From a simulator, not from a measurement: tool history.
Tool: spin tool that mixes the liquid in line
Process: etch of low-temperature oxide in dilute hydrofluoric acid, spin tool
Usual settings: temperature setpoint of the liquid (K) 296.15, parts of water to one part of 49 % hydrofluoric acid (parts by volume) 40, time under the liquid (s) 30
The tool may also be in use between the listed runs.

run,hour,temperature setpoint of the liquid (K),parts of water to one part of 49 % hydrofluoric acid (parts by volume),time under the liquid (s),"read-back film thickness of the low-temperature oxide reference wafer, read on the same gauge (nm)",thickness taken off the low-temperature oxide on a monitor wafer (Å)
1,0.0,296.15,40,30,50.01,140.4
2,29.1,296.15,40,45,50.02,211.6
3,51.0,296.15,40,45,50.00,212.9
4,84.9,296.15,50,30,49.95,112.2
5,103.8,296.15,50,30,50.05,110.9
6,138.8,296.15,50,30,49.99,112.1
7,160.1,296.15,40,30,49.97,141.0
8,183.4,296.15,40,30,50.02,140.9
# hour 193.1: gauge calibrated
9,216.6,296.15,40,30,50.00,142.0
10,243.8,293.15,40,30,50.01,124.0
11,259.1,296.15,40,30,50.02,141.2
# hour 266.2: thermometer replaced
12,278.0,296.15,40,30,49.98,156.3
# hour 297.6: hydrofluoric acid flow meter replaced
13,299.2,296.15,35,30,50.04,168.8
14,322.6,299.15,40,35,49.98,194.7
15,346.9,296.15,40,30,50.03,147.3
16,363.2,296.15,30,50,49.98,334.7
17,390.1,293.65,55,15,50.00,47.3
18,411.3,299.65,40,30,50.01,169.3
19,434.1,299.65,60,30,50.05,111.6
# hour 456.2: gauge calibrated
20,468.4,298.15,55,20,50.00,75.7
21,496.4,296.15,30,30,50.00,198.2
22,513.5,296.15,30,30,49.98,201.5
23,540.2,296.15,40,30,50.04,146.8
24,573.2,291.65,35,30,50.02,140.5
25,587.3,296.15,50,40,49.96,154.3

Per-run results on a tool with no hidden state, each run keeping its own random variation:
The hidden state here: liquid colder than its thermometer reads (K); hydrofluoric acid flow above the setpoint (%); gauge reads high (%).
run,thickness taken off the low-temperature oxide on a monitor wafer (Å)
1,147.1
2,221.8
3,223.2
4,117.4
5,116.2
6,117.5
7,147.9
8,148.0
9,149.1
10,130.6
11,148.3
12,147.1
13,169.5
14,195.6
15,148.0
16,336.2
17,47.5
18,170.1
19,112.1
20,76.1
21,199.4
22,202.7
23,147.8
24,141.5
25,155.3
